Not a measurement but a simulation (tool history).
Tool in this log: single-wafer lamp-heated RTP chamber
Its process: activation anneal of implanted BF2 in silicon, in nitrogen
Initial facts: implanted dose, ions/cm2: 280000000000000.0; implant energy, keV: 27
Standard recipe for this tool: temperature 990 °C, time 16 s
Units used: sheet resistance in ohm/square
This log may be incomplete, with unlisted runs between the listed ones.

run,day,temperature,time,wafers since the last listed run,wafers since the last pyrometer calibration,wafers since the reflector plate was cleaned,hours since the gauge calibration,"read-back reference wafer on the same gauge, sheet resistance",sheet resistance
1,0.000,969,16,0,1228,5005,1839.6,418.94,397.33
2,1.696,978,12,426,1655,5432,1880.3,419.10,393.30
3,3.283,1004,11,399,2054,5832,1918.4,418.82,387.62
4,5.375,990,16,526,2580,6358,1968.6,418.95,388.24
5,8.092,1013,12,683,3264,7041,2033.8,418.96,386.62
6,9.217,990,16,283,3547,7324,2060.8,419.07,388.17
7,10.842,990,16,408,3956,7733,2099.8,419.07,386.49
8,12.538,990,16,426,4383,8160,2140.5,418.96,388.19
# day 14.250: pyrometer window cleaned and pyrometer calibrated
# day 15.329: reflector plate cleaned
9,15.350,990,16,539,193,5,2208.0,419.07,389.35
10,17.975,990,16,660,853,665,2271.0,418.96,389.04
# day 18.021: gauge calibrated
11,20.421,990,16,615,1469,1281,57.6,418.95,389.04
12,21.567,990,16,288,1757,1569,85.1,418.86,387.93
13,22.712,990,16,288,2045,1858,112.6,419.03,389.39
14,24.967,1015,11,567,2613,2425,166.7,419.08,387.83
15,27.142,1004,16,547,3160,2972,218.9,418.91,385.24
16,28.175,1004,11,260,3420,3232,243.7,418.91,388.52
# day 30.188: pyrometer window cleaned and pyrometer calibrated
17,30.454,979,9,489,67,3722,298.4,419.16,396.04
18,31.871,1016,16,356,423,4078,332.4,418.99,386.07
19,34.154,990,16,574,998,4653,387.2,418.91,388.69
20,36.033,990,16,472,1471,5125,432.3,419.05,388.03
21,37.304,1004,7,319,1791,5445,462.8,418.94,389.13
22,38.392,960,23,273,2064,5719,488.9,418.92,401.32
23,41.250,990,16,719,2783,6438,557.5,419.08,387.30
24,42.521,981,16,319,3103,6758,588.0,418.86,389.41
25,44.258,969,7,437,3540,7195,629.7,419.12,397.09
26,46.321,978,12,518,4059,7714,679.2,419.02,390.58
27,47.646,990,16,333,4393,8047,711.0,419.02,386.16
28,49.150,969,21,378,4771,8426,747.1,419.06,389.88
# day 50.571: pyrometer window cleaned and pyrometer calibrated
29,52.046,1016,16,644,371,9071,816.6,419.15,386.09
30,53.479,1016,16,360,732,9431,851.0,418.98,385.67
# day 57.279: reflector plate cleaned
31,57.538,1002,6,937,1669,64,948.4,419.01,389.40
32,58.571,1014,10,260,1929,324,973.2,419.06,387.78
33,60.146,969,19,396,2325,720,1011.0,419.06,394.78
34,62.625,978,13,623,2949,1344,1070.5,418.98,391.01
35,65.592,974,9,746,3695,2091,1141.7,419.10,394.66
36,67.250,975,23,417,4113,2508,1181.5,419.00,387.91
37,68.596,990,19,338,4451,2847,1213.8,418.93,386.94

Measured minus without-hidden-state, run by run (identical run-to-run variation in each term; gauge scatter may differ):
The tool's hidden condition here consists of: true wafer temperature minus pyrometer reading, K; wafer temperature error from the tarnished reflector plate, K; gauge reads high (%).
run,sheet resistance
1,-4.00
2,-3.02
3,-0.63
4,-1.85
5,-0.54
6,-2.29
7,-2.45
8,-2.62
9,-0.28
10,-0.74
11,-1.12
12,-1.29
13,-1.46
14,-0.37
15,-0.88
16,-0.84
17,-0.73
18,-0.15
19,-0.95
20,-1.23
21,-0.54
22,-8.36
23,-1.92
24,-3.48
25,-9.49
26,-5.38
27,-2.59
28,-8.96
29,-0.07
30,-0.14
31,-0.56
32,-0.26
33,-5.37
34,-4.06
35,-6.64
36,-5.28
37,-2.48
